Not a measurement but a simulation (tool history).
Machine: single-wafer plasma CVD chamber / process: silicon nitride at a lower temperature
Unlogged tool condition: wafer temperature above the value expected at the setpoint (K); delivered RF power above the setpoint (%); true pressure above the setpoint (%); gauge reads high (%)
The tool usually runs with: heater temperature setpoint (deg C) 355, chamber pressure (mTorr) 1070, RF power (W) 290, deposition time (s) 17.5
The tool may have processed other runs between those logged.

run     day  heater temperature setpoint (deg C)  chamber pressure (mTorr)  RF power (W)  deposition time (s)  wafers since the last listed run  hours since the last thermocouple change  hours since the last RF generator calibration  hours since the last manometer calibration  hours since the showerhead was replaced  hours since the gauge calibration  read-back reference wafer on the same gauge, thickness_nm  mean film thickness on the monitor wafer (Å)
  1       0                                  355                       940           290                 16.6                                 0                                    1190.2                                          704.3                                      1284.9                                   2879.7                              767.3                                                     18.714                                        169.43
  2   2.408                                  355                      1070           290                 17.5                              1704                                      1248                                          762.1                                      1342.7                                   2937.5                              825.1                                                     18.679                                        186.96
  3   5.646                                  355                      1070           290                 17.5                              2291                                    1325.7                                          839.8                                      1420.4                                   3015.2                              902.8                                                     18.693                                        186.83
  4   7.817                                  355                      1070           290                 17.5                              1536                                    1377.8                                          891.9                                      1472.5                                   3067.3                              954.9                                                     18.741                                        185.67
  5  11.142                                  355                      1070           290                 17.5                              2353                                    1457.6                                          971.7                                      1552.3                                   3147.1                             1034.7                                                     18.715                                        185.77
     11.675  -- capacitance manometer re-zeroed and calibrated
  6  13.608                                  355                      1070           290                 17.5                              1509                                    1516.8                                         1030.9                                        46.4                                   3206.3                             1093.9                                                     18.707                                        186.42
     14.046  -- RF generator calibrated
     15.771  -- showerhead replaced
  7  16.446                                  355                      1070           290                 17.5                              1536                                    1584.9                                           57.6                                       114.5                                     16.2                               1162                                                     18.708                                        192.04
  8    18.3                                  355                      1070           290                 17.5                              1312                                    1629.4                                          102.1                                         159                                     60.7                             1206.5                                                     18.695                                        189.87
  9  21.558                                  355                      1070           290                 17.5                              2306                                    1707.6                                          180.3                                       237.2                                    138.9                             1284.7                                                     18.704                                        189.23
 10  34.321                                  355                      1070           290                 17.5                              9033                                    2013.9                                          486.6                                       543.5                                    445.2                               1591                                                     18.734                                        186.91
 11  36.408                                  355                       940           290                 16.6                              1477                                      2064                                          536.7                                       593.6                                    495.3                             1641.1                                                     18.659                                        170.32
 12  38.729                                  355                      1070           290                   20                              1642                                    2119.7                                          592.4                                       649.3                                      551                             1696.8                                                      18.69                                        213.96
 13   41.95                                  355                      1070           290                 14.4                              2279                                      2197                                          669.7                                       726.6                                    628.3                             1774.1                                                     18.678                                        154.03
 14  44.542                                  355                      1220           290                 19.2                              1834                                    2259.2                                          731.9                                       788.8                                    690.5                             1836.3                                                     18.674                                        214.36
 15  50.979                                  355                      1070           290                 17.5                              4556                                    2413.7                                          886.4                                       943.3                                      845                             1990.8                                                     18.691                                        186.18
 16  53.954                                  355                      1070           265                 17.5                              2105                                    2485.1                                          957.8                                      1014.7                                    916.4                             2062.2                                                     18.694                                        179.11
 17  57.133                                  355                       920           275                 20.5                              2250                                    2561.4                                         1034.1                                        1091                                    992.7                             2138.5                                                     18.657                                        202.26
     57.479  -- gauge calibrated
      57.85  -- thermocouple changed; heater temperature recalibrated
 18  60.112                                  346                       860           290                 18.7                              1872                                      54.3                                         1105.6                                      1162.5                                   1064.2                               63.2                                                     18.716                                        183.77
     62.933  -- RF generator calibrated
 19  64.125                                  355                       880           270                 17.5                              2604                                     150.6                                           28.6                                      1258.8                                   1160.5                              159.5                                                     18.681                                        173.36
 20  66.479                                  355                      1070           290                 17.5                              1666                                     207.1                                           85.1                                      1315.3                                     1217                                216                                                     18.703                                        191.66
 21  69.833                                  355                      1070           245                 20.1                              2374                                     287.6                                          165.6                                      1395.8                                   1297.5                              296.5                                                     18.668                                        203.76
 22  74.012                                  355                       930           330                 14.6                              2958                                     387.9                                          265.9                                      1496.1                                   1397.8                              396.8                                                     18.717                                        157.89
 23  76.712                                  346                      1070           290                 17.5                              1911                                     452.7                                          330.7                                      1560.9                                   1462.6                              461.6                                                     18.683                                         189.2
 24  79.633                                  360                       940           265                 15.5                              2067                                     522.8                                          400.8                                        1631                                   1532.7                              531.7                                                      18.69                                        151.56
 25    82.3                                  355                       930           290                 17.5                              1887                                     586.8                                          464.8                                        1695                                   1596.7                              595.7                                                     18.717                                        178.94
 26  86.162                                  350                       920           245                 14.9                              2733                                     679.5                                          557.5                                      1787.7                                   1689.4                              688.4                                                     18.742                                        139.88
     88.346  -- capacitance manometer re-zeroed and calibrated
 27  89.733                                  341                      1230           340                 16.5                              2291                                     765.2                                          643.2                                        33.3                                   1775.1                              774.1                                                     18.758                                         199.5
 28  91.788                                  355                      1210           330                 14.6                              1453                                     814.5                                          692.5                                        82.6                                   1824.4                              823.4                                                     18.678                                        169.94
 29  94.171                                  355                      1070           290                 17.5                              1686                                     871.7                                          749.7                                       139.8                                   1881.6                              880.6                                                     18.716                                        187.31

Here are 3 independent what-if runs from the current tool condition. What would each one return?
  A  94.188                                  355                      1070           320                 17.5                                11                                     872.1                                          750.1                                       140.2                                     1882                                881                                                          ?                                             ?
  B  94.188                                  350                      1170           325                 19.5                                11                                     872.1                                          750.1                                       140.2                                     1882                                881                                                          ?                                             ?
  C  94.188                                  355                       840           340                 18.4                                11                                     872.1                                          750.1                                       140.2                                     1882                                881                                                          ?                                             ?

run  read-back reference wafer on the same gauge, thickness_nm  mean film thickness on the monitor wafer (Å)
  A                                                     18.706                                        196.02
  B                                                     18.706                                        227.13
  C                                                     18.706                                        192.96
The same runs, with their run-to-run variation unchanged, on a tool lacking any hidden condition would have given:
run  mean film thickness on the monitor wafer (Å)
  A                                        203.26
  B                                        235.47
  C                                        199.98
